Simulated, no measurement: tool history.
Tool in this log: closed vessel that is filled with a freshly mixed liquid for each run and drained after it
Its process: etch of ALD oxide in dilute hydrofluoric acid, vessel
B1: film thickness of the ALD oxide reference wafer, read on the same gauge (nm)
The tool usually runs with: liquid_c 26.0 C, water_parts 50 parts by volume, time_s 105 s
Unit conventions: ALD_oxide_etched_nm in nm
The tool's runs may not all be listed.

{"run": 1, "hour": 0.0, "liquid_c": 26.0, "water_parts": 50, "time_s": 105, "B1": 109.98, "ALD_oxide_etched_nm": 23.69}
{"run": 2, "hour": 35.5, "liquid_c": 26.0, "water_parts": 50, "time_s": 105, "B1": 109.99, "ALD_oxide_etched_nm": 23.59}
{"run": 3, "hour": 65.5, "liquid_c": 26.0, "water_parts": 50, "time_s": 105, "B1": 110.05, "ALD_oxide_etched_nm": 23.66}
{"run": 4, "hour": 102.4, "liquid_c": 26.0, "water_parts": 50, "time_s": 105, "B1": 110.01, "ALD_oxide_etched_nm": 23.79}
{"run": 5, "hour": 173.2, "liquid_c": 24.5, "water_parts": 40, "time_s": 105, "B1": 110.0, "ALD_oxide_etched_nm": 28.08}
{"run": 6, "hour": 218.0, "liquid_c": 26.0, "water_parts": 50, "time_s": 135, "B1": 110.02, "ALD_oxide_etched_nm": 30.53}
{"run": 7, "hour": 271.8, "liquid_c": 26.0, "water_parts": 50, "time_s": 135, "B1": 109.98, "ALD_oxide_etched_nm": 30.23}
{"run": 8, "hour": 329.3, "liquid_c": 26.0, "water_parts": 50, "time_s": 105, "B1": 110.01, "ALD_oxide_etched_nm": 23.48}
{"run": 9, "hour": 354.2, "liquid_c": 26.0, "water_parts": 50, "time_s": 105, "B1": 110.02, "ALD_oxide_etched_nm": 23.45}
{"run": 10, "hour": 382.4, "liquid_c": 23.0, "water_parts": 50, "time_s": 75, "B1": 109.99, "ALD_oxide_etched_nm": 14.84}
{"hour": 423.3, "done": "thermometer replaced"}
{"run": 11, "hour": 444.5, "liquid_c": 23.0, "water_parts": 50, "time_s": 75, "B1": 110.0, "ALD_oxide_etched_nm": 14.86}
{"hour": 457.1, "done": "gauge calibrated"}
{"run": 12, "hour": 568.3, "liquid_c": 26.0, "water_parts": 50, "time_s": 165, "B1": 110.01, "ALD_oxide_etched_nm": 36.73}
{"run": 13, "hour": 636.6, "liquid_c": 29.0, "water_parts": 60, "time_s": 160, "B1": 109.98, "ALD_oxide_etched_nm": 32.84}
{"run": 14, "hour": 684.8, "liquid_c": 28.0, "water_parts": 75, "time_s": 105, "B1": 109.99, "ALD_oxide_etched_nm": 16.25}
{"run": 15, "hour": 741.6, "liquid_c": 26.0, "water_parts": 60, "time_s": 135, "B1": 109.96, "ALD_oxide_etched_nm": 24.5}
{"hour": 770.8, "done": "hydrofluoric acid flow meter replaced"}
{"run": 16, "hour": 787.3, "liquid_c": 29.0, "water_parts": 60, "time_s": 160, "B1": 110.0, "ALD_oxide_etched_nm": 34.34}
{"run": 17, "hour": 841.4, "liquid_c": 27.5, "water_parts": 50, "time_s": 40, "B1": 109.99, "ALD_oxide_etched_nm": 9.82}
{"run": 18, "hour": 910.3, "liquid_c": 26.0, "water_parts": 50, "time_s": 105, "B1": 110.03, "ALD_oxide_etched_nm": 24.18}
{"run": 19, "hour": 970.0, "liquid_c": 28.5, "water_parts": 35, "time_s": 130, "B1": 109.99, "ALD_oxide_etched_nm": 48.32}
{"run": 20, "hour": 1014.4, "liquid_c": 23.5, "water_parts": 75, "time_s": 50, "B1": 110.01, "ALD_oxide_etched_nm": 6.7}
{"run": 21, "hour": 1055.2, "liquid_c": 26.0, "water_parts": 70, "time_s": 105, "B1": 110.0, "ALD_oxide_etched_nm": 16.82}
{"run": 22, "hour": 1115.2, "liquid_c": 28.5, "water_parts": 30, "time_s": 105, "B1": 110.0, "ALD_oxide_etched_nm": 45.93}
{"hour": 1155.3, "done": "thermometer replaced"}
{"run": 23, "hour": 1160.8, "liquid_c": 26.0, "water_parts": 60, "time_s": 135, "B1": 109.99, "ALD_oxide_etched_nm": 25.36}

Predict each of these 3 candidate next runs independently; none follows another, all start after run 23:
{"run": "A", "hour": 1161.5, "liquid_c": 24.0, "water_parts": 50, "time_s": 105, "B1": "?", "ALD_oxide_etched_nm": "?"}
{"run": "B", "hour": 1161.5, "liquid_c": 21.5, "water_parts": 50, "time_s": 50, "B1": "?", "ALD_oxide_etched_nm": "?"}
{"run": "C", "hour": 1161.5, "liquid_c": 22.0, "water_parts": 25, "time_s": 60, "B1": "?", "ALD_oxide_etched_nm": "?"}

run=A B1=110.00 ALD_oxide_etched_nm=22.25
run=B B1=110.00 ALD_oxide_etched_nm=9.55
run=C B1=110.00 ALD_oxide_etched_nm=24.18
Had the tool no hidden state, the same runs would have come out as:
run=A ALD_oxide_etched_nm=22.48
run=B ALD_oxide_etched_nm=9.65
run=C ALD_oxide_etched_nm=24.41
